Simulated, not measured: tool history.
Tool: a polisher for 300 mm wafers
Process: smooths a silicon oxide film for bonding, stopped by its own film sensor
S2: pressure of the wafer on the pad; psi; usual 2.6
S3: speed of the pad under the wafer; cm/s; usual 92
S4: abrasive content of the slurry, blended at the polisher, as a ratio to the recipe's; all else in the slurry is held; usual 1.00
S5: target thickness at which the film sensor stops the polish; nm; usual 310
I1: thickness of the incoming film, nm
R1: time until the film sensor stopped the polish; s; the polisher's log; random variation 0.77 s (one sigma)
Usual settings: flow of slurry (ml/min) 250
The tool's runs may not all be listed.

{"run": 1, "hour": 0.0, "flow of slurry (ml/min)": 250, "S2": 1.9, "S3": 92, "S4": 1.0, "S5": 310, "I1": 371.2, "R1": 85.5}
{"run": 2, "hour": 6.9, "flow of slurry (ml/min)": 250, "S2": 1.9, "S3": 92, "S4": 1.0, "S5": 310, "I1": 372.2, "R1": 84.1}
{"run": 3, "hour": 24.4, "flow of slurry (ml/min)": 250, "S2": 1.9, "S3": 92, "S4": 1.0, "S5": 310, "I1": 369.6, "R1": 81.9}
{"run": 4, "hour": 38.1, "flow of slurry (ml/min)": 250, "S2": 2.6, "S3": 92, "S4": 0.95, "S5": 310, "I1": 371.3, "R1": 65.3}
{"run": 5, "hour": 53.5, "flow of slurry (ml/min)": 250, "S2": 2.6, "S3": 92, "S4": 0.95, "S5": 310, "I1": 369.7, "R1": 63.4}
{"hour": 65.9, "done": "worn pad replaced by a new one, of another model than before"}
{"run": 6, "hour": 70.0, "flow of slurry (ml/min)": 250, "S2": 2.6, "S3": 92, "S4": 1.0, "S5": 310, "I1": 367.1, "R1": 59.3}
{"run": 7, "hour": 79.3, "flow of slurry (ml/min)": 250, "S2": 2.6, "S3": 92, "S4": 1.0, "S5": 310, "I1": 376.6, "R1": 68.4}
{"hour": 97.4, "done": "head pressure recalibrated"}
{"run": 8, "hour": 97.9, "flow of slurry (ml/min)": 250, "S2": 2.6, "S3": 92, "S4": 1.0, "S5": 310, "I1": 369.6, "R1": 62.9}
{"hour": 107.7, "done": "slurry nozzle cleaned"}
{"run": 9, "hour": 108.2, "flow of slurry (ml/min)": 250, "S2": 2.6, "S3": 92, "S4": 1.1, "S5": 310, "I1": 366.2, "R1": 55.4}
{"hour": 122.5, "done": "slurry blender recalibrated"}
{"run": 10, "hour": 123.3, "flow of slurry (ml/min)": 250, "S2": 2.6, "S3": 92, "S4": 1.0, "S5": 310, "I1": 375.1, "R1": 62.7}
{"run": 11, "hour": 134.7, "flow of slurry (ml/min)": 180, "S2": 2.2, "S3": 92, "S4": 1.25, "S5": 324, "I1": 376.0, "R1": 56.3}
{"run": 12, "hour": 143.8, "flow of slurry (ml/min)": 285, "S2": 3.5, "S3": 122, "S4": 1.0, "S5": 319, "I1": 368.5, "R1": 31.1}
{"run": 13, "hour": 159.2, "flow of slurry (ml/min)": 250, "S2": 2.6, "S3": 92, "S4": 1.2, "S5": 310, "I1": 374.2, "R1": 56.7}
{"run": 14, "hour": 170.4, "flow of slurry (ml/min)": 185, "S2": 2.6, "S3": 78, "S4": 1.0, "S5": 326, "I1": 362.5, "R1": 44.2}
{"run": 15, "hour": 181.7, "flow of slurry (ml/min)": 215, "S2": 2.1, "S3": 92, "S4": 1.0, "S5": 330, "I1": 370.0, "R1": 49.2}
{"run": 16, "hour": 191.9, "flow of slurry (ml/min)": 205, "S2": 2.6, "S3": 92, "S4": 1.2, "S5": 310, "I1": 372.0, "R1": 58.3}
{"run": 17, "hour": 205.8, "flow of slurry (ml/min)": 250, "S2": 2.6, "S3": 92, "S4": 0.75, "S5": 310, "I1": 368.8, "R1": 76.4}
{"run": 18, "hour": 217.2, "flow of slurry (ml/min)": 250, "S2": 2.6, "S3": 92, "S4": 1.0, "S5": 310, "I1": 370.5, "R1": 61.5}

4 ways to go on from here, each from the tool as it stands after run 18. What would each give?
{"run": "A", "hour": 217.6, "flow of slurry (ml/min)": 200, "S2": 2.6, "S3": 92, "S4": 1.0, "S5": 310, "I1": 369.3, "R1": "?"}
{"run": "B", "hour": 217.6, "flow of slurry (ml/min)": 325, "S2": 3.1, "S3": 120, "S4": 1.0, "S5": 324, "I1": 369.3, "R1": "?"}
{"run": "C", "hour": 217.6, "flow of slurry (ml/min)": 250, "S2": 2.3, "S3": 92, "S4": 1.0, "S5": 310, "I1": 369.3, "R1": "?"}
{"run": "D", "hour": 217.6, "flow of slurry (ml/min)": 300, "S2": 2.9, "S3": 92, "S4": 1.3, "S5": 310, "I1": 369.3, "R1": "?"}

run=A R1=63.3
run=B R1=32.7
run=C R1=65.7
run=D R1=45.4
Without the tool's hidden state the same runs would have given:
run=A R1=58.9
run=B R1=30.4
run=C R1=61.0
run=D R1=42.7

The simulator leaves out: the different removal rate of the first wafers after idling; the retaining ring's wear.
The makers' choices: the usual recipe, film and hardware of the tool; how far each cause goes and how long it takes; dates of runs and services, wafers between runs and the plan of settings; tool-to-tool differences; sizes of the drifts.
